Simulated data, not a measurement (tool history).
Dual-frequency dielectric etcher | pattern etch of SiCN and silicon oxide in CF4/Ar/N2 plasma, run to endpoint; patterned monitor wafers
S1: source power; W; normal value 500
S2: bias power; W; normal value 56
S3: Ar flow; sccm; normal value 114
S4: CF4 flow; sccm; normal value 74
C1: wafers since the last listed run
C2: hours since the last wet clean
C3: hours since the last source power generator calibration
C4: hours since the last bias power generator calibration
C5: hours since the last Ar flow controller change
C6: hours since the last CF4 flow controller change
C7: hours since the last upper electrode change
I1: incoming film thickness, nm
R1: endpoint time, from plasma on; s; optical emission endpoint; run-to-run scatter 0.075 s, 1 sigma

| run | hour | S1 | S2 | S3 | S4 | C1 | C2 | C3 | C4 | C5 | C6 | C7 | I1 | R1 |
|---|---|---|---|---|---|---|---|---|---|---|---|---|---|---|
| 1 | 0 | 580 | 56 | 114 | 74 | 0 | 547.5 | 3318.3 | 3413.3 | 998.1 | 1292.2 | 189 | 9.71 | 9.9 |
| 2 | 88 | 500 | 56 | 114 | 74 | 967 | 635.5 | 3406.3 | 3501.3 | 1086.1 | 1380.2 | 277 | 9.69 | 11.5 |
|  | 130.7 | wet clean of the chamber |
| 3 | 145.3 | 500 | 56 | 114 | 74 | 365 | 14.6 | 3463.6 | 3558.6 | 1143.4 | 1437.5 | 334.3 | 9.81 | 10.7 |
| 4 | 195.6 | 500 | 56 | 114 | 74 | 552 | 64.9 | 3513.9 | 3608.9 | 1193.7 | 1487.8 | 384.6 | 9.76 | 10.9 |
|  | 315.3 | Ar flow controller replaced |
|  | 337.1 | CF4 flow controller replaced |
| 5 | 502.1 | 500 | 56 | 114 | 74 | 3236 | 371.4 | 3820.4 | 3915.4 | 186.8 | 165 | 691.1 | 9.78 | 11.1 |
|  | 514.5 | source power generator calibrated |
| 6 | 595.7 | 500 | 56 | 114 | 74 | 984 | 465 | 81.2 | 4009 | 280.4 | 258.6 | 784.7 | 9.72 | 11.2 |
|  | 623.9 | bias power generator calibrated |
| 7 | 664.1 | 420 | 56 | 129 | 69 | 707 | 533.4 | 149.6 | 40.2 | 348.8 | 327 | 853.1 | 9.56 | 13.1 |
| 8 | 714.8 | 580 | 56 | 114 | 74 | 557 | 584.1 | 200.3 | 90.9 | 399.5 | 377.7 | 903.8 | 9.64 | 9.8 |
|  | 747.6 | wet clean of the chamber |
| 9 | 817.3 | 500 | 62 | 106 | 74 | 862 | 69.7 | 302.8 | 193.4 | 502 | 480.2 | 1006.3 | 9.62 | 10.1 |
| 10 | 876.6 | 500 | 56 | 96 | 83 | 651 | 129 | 362.1 | 252.7 | 561.3 | 539.5 | 1065.6 | 9.77 | 10.6 |
| 11 | 942.3 | 470 | 56 | 102 | 74 | 722 | 194.7 | 427.8 | 318.4 | 627 | 605.2 | 1131.3 | 9.75 | 11.2 |
| 12 | 1037.9 | 500 | 56 | 114 | 74 | 1050 | 290.3 | 523.4 | 414 | 722.6 | 700.8 | 1226.9 | 9.73 | 11.1 |
| 13 | 1112.4 | 500 | 67 | 124 | 74 | 818 | 364.8 | 597.9 | 488.5 | 797.1 | 775.3 | 1301.4 | 9.75 | 10.5 |
| 14 | 1195.5 | 500 | 56 | 114 | 74 | 913 | 447.9 | 681 | 571.6 | 880.2 | 858.4 | 1384.5 | 9.75 | 11.2 |
| 15 | 1237.5 | 460 | 43 | 137 | 61 | 461 | 489.9 | 723 | 613.6 | 922.2 | 900.4 | 1426.5 | 9.73 | 14 |
| 16 | 1283.2 | 500 | 56 | 114 | 74 | 502 | 535.6 | 768.7 | 659.3 | 967.9 | 946.1 | 1472.2 | 9.63 | 11 |
|  | 1316 | wet clean of the chamber |
| 17 | 1338.6 | 500 | 56 | 114 | 74 | 345 | 22.6 | 824.1 | 714.7 | 1023.3 | 1001.5 | 1527.6 | 9.74 | 10.7 |
| 18 | 1379.1 | 500 | 56 | 96 | 83 | 445 | 63.1 | 864.6 | 755.2 | 1063.8 | 1042 | 1568.1 | 9.74 | 10.3 |
| 19 | 1471.3 | 500 | 56 | 130 | 84 | 1013 | 155.3 | 956.8 | 847.4 | 1156 | 1134.2 | 1660.3 | 9.75 | 10.7 |
| 20 | 1515.9 | 430 | 56 | 94 | 74 | 490 | 199.9 | 1001.4 | 892 | 1200.6 | 1178.8 | 1704.9 | 9.79 | 12.1 |
| 21 | 1610 | 450 | 56 | 88 | 74 | 1034 | 294 | 1095.5 | 986.1 | 1294.7 | 1272.9 | 1799 | 9.62 | 11.5 |
|  | 1677.4 | Ar flow controller replaced |
| 22 | 1688.8 | 430 | 60 | 114 | 69 | 800 | 372.8 | 1174.3 | 1064.9 | 11.4 | 1351.7 | 1877.8 | 9.71 | 12.2 |
| 23 | 1727 | 500 | 56 | 114 | 74 | 419 | 411 | 1212.5 | 1103.1 | 49.6 | 1389.9 | 1916 | 9.81 | 11 |
| 24 | 1824.4 | 500 | 50 | 130 | 74 | 1070 | 508.4 | 1309.9 | 1200.5 | 147 | 1487.3 | 2013.4 | 9.7 | 11.7 |
|  | 1886.5 | wet clean of the chamber |
| 25 | 1887 | 440 | 66 | 99 | 74 | 424 | 0.5 | 1372.5 | 1263.1 | 209.6 | 1549.9 | 2076 | 9.71 | 11.1 |

Hidden condition of the tool, last listed run before each entry between runs versus first listed run after:
Runs 2 to 3: wet clean of the chamber (hour 130.7)
  etch rate over this chamber's usual, %: -5.64 -> -0.163
  what was measured, less what the result would be without the hidden state, R1: +0.7 -> +0 s
Runs 4 to 5: Ar flow controller replaced (hour 315.3); CF4 flow controller replaced (hour 337.1)
  etch rate over this chamber's usual, %: -0.569 -> -3.04
  what was measured, less what the result would be without the hidden state, R1: +0.1 -> +0.4 s
Runs 5 to 6: source power generator calibrated (hour 514.5)
  etch rate over this chamber's usual, %: -3.04 -> -3.8
  what was measured, less what the result would be without the hidden state, R1: +0.4 -> +0.5 s
Runs 6 to 7: bias power generator calibrated (hour 623.9)
  etch rate over this chamber's usual, %: -3.8 -> -4.35
  what was measured, less what the result would be without the hidden state, R1: +0.5 -> +0.6 s
Runs 8 to 9: wet clean of the chamber (hour 747.6)
  etch rate over this chamber's usual, %: -4.76 -> -0.597
  what was measured, less what the result would be without the hidden state, R1: +0.5 -> +0.1 s
Runs 16 to 17: wet clean of the chamber (hour 1316)
  etch rate over this chamber's usual, %: -4.35 -> 0.795
  what was measured, less what the result would be without the hidden state, R1: +0.4 -> -0.1 s
Runs 21 to 22: Ar flow controller replaced (hour 1677.4)
  etch rate over this chamber's usual, %: -1.39 -> -2.03
  what was measured, less what the result would be without the hidden state, R1: +0.1 -> +0.3 s
Runs 24 to 25: wet clean of the chamber (hour 1886.5)
  etch rate over this chamber's usual, %: -3.12 -> -0.454
  what was measured, less what the result would be without the hidden state, R1: +0.4 -> +0 s
